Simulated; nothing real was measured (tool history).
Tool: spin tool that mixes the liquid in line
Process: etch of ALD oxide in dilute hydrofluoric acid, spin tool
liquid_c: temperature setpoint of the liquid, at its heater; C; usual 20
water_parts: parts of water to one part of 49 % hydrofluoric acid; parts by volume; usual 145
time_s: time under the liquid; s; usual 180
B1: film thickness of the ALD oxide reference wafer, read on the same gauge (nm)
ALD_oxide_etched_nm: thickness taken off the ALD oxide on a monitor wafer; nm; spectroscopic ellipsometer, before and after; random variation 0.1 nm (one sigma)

{"run": 1, "hour": 0.0, "liquid_c": 20, "water_parts": 145, "time_s": 180, "B1": 90, "ALD_oxide_etched_nm": 9.59}
{"run": 2, "hour": 7.1, "liquid_c": 20, "water_parts": 145, "time_s": 180, "B1": 90.03, "ALD_oxide_etched_nm": 9.68}
{"run": 3, "hour": 22.7, "liquid_c": 20, "water_parts": 145, "time_s": 180, "B1": 90.01, "ALD_oxide_etched_nm": 9.72}
{"run": 4, "hour": 37.6, "liquid_c": 20, "water_parts": 145, "time_s": 180, "B1": 90.05, "ALD_oxide_etched_nm": 9.76}
{"run": 5, "hour": 46.4, "liquid_c": 20, "water_parts": 145, "time_s": 180, "B1": 90.01, "ALD_oxide_etched_nm": 9.64}
{"run": 6, "hour": 53.6, "liquid_c": 20, "water_parts": 145, "time_s": 180, "B1": 89.99, "ALD_oxide_etched_nm": 9.65}
{"run": 7, "hour": 59.9, "liquid_c": 20, "water_parts": 145, "time_s": 180, "B1": 90, "ALD_oxide_etched_nm": 9.52}
{"run": 8, "hour": 67.4, "liquid_c": 20, "water_parts": 145, "time_s": 180, "B1": 90, "ALD_oxide_etched_nm": 9.67}
{"run": 9, "hour": 83.4, "liquid_c": 20, "water_parts": 145, "time_s": 180, "B1": 90, "ALD_oxide_etched_nm": 9.5}
{"run": 10, "hour": 99.3, "liquid_c": 20, "water_parts": 145, "time_s": 180, "B1": 90, "ALD_oxide_etched_nm": 9.59}
{"run": 11, "hour": 114.3, "liquid_c": 20, "water_parts": 145, "time_s": 180, "B1": 90.01, "ALD_oxide_etched_nm": 9.41}
{"run": 12, "hour": 131.3, "liquid_c": 20, "water_parts": 145, "time_s": 180, "B1": 90.02, "ALD_oxide_etched_nm": 9.42}
{"run": 13, "hour": 142.3, "liquid_c": 20, "water_parts": 145, "time_s": 180, "B1": 90.05, "ALD_oxide_etched_nm": 9.28}
{"run": 14, "hour": 150.7, "liquid_c": 20, "water_parts": 185, "time_s": 125, "B1": 90.01, "ALD_oxide_etched_nm": 4.93}
{"hour": 162.9, "done": "thermometer replaced"}
{"run": 15, "hour": 187.5, "liquid_c": 20, "water_parts": 145, "time_s": 180, "B1": 90, "ALD_oxide_etched_nm": 9.52}
{"run": 16, "hour": 204.0, "liquid_c": 20, "water_parts": 145, "time_s": 180, "B1": 90.05, "ALD_oxide_etched_nm": 9.53}
{"run": 17, "hour": 211.3, "liquid_c": 22, "water_parts": 75, "time_s": 225, "B1": 90.01, "ALD_oxide_etched_nm": 26.85}
{"hour": 219.6, "done": "gauge calibrated"}
{"run": 18, "hour": 229.2, "liquid_c": 18.5, "water_parts": 145, "time_s": 100, "B1": 89.99, "ALD_oxide_etched_nm": 4.82}
{"run": 19, "hour": 238.0, "liquid_c": 22, "water_parts": 145, "time_s": 120, "B1": 90.05, "ALD_oxide_etched_nm": 6.74}
{"run": 20, "hour": 244.1, "liquid_c": 17, "water_parts": 145, "time_s": 120, "B1": 90.01, "ALD_oxide_etched_nm": 5.48}
{"run": 21, "hour": 291.5, "liquid_c": 21.5, "water_parts": 80, "time_s": 245, "B1": 90.01, "ALD_oxide_etched_nm": 26.11}
{"run": 22, "hour": 308.8, "liquid_c": 20, "water_parts": 145, "time_s": 180, "B1": 90.03, "ALD_oxide_etched_nm": 9.15}
{"hour": 311.5, "done": "hydrofluoric acid flow meter replaced"}
{"run": 23, "hour": 350.7, "liquid_c": 17, "water_parts": 145, "time_s": 230, "B1": 90.02, "ALD_oxide_etched_nm": 9.7}
{"run": 24, "hour": 362.8, "liquid_c": 23.5, "water_parts": 190, "time_s": 120, "B1": 89.99, "ALD_oxide_etched_nm": 4.61}

The next listed run, before its measurement:
{"run": 25, "hour": 379.2, "liquid_c": 20, "water_parts": 145, "time_s": 180, "B1": "?", "ALD_oxide_etched_nm": "?"}

{"run 25": {"B1": 90.02, "ALD_oxide_etched_nm": 8.49}}
Without the tool's hidden state the same run would have given ALD_oxide_etched_nm 10.28 nm.
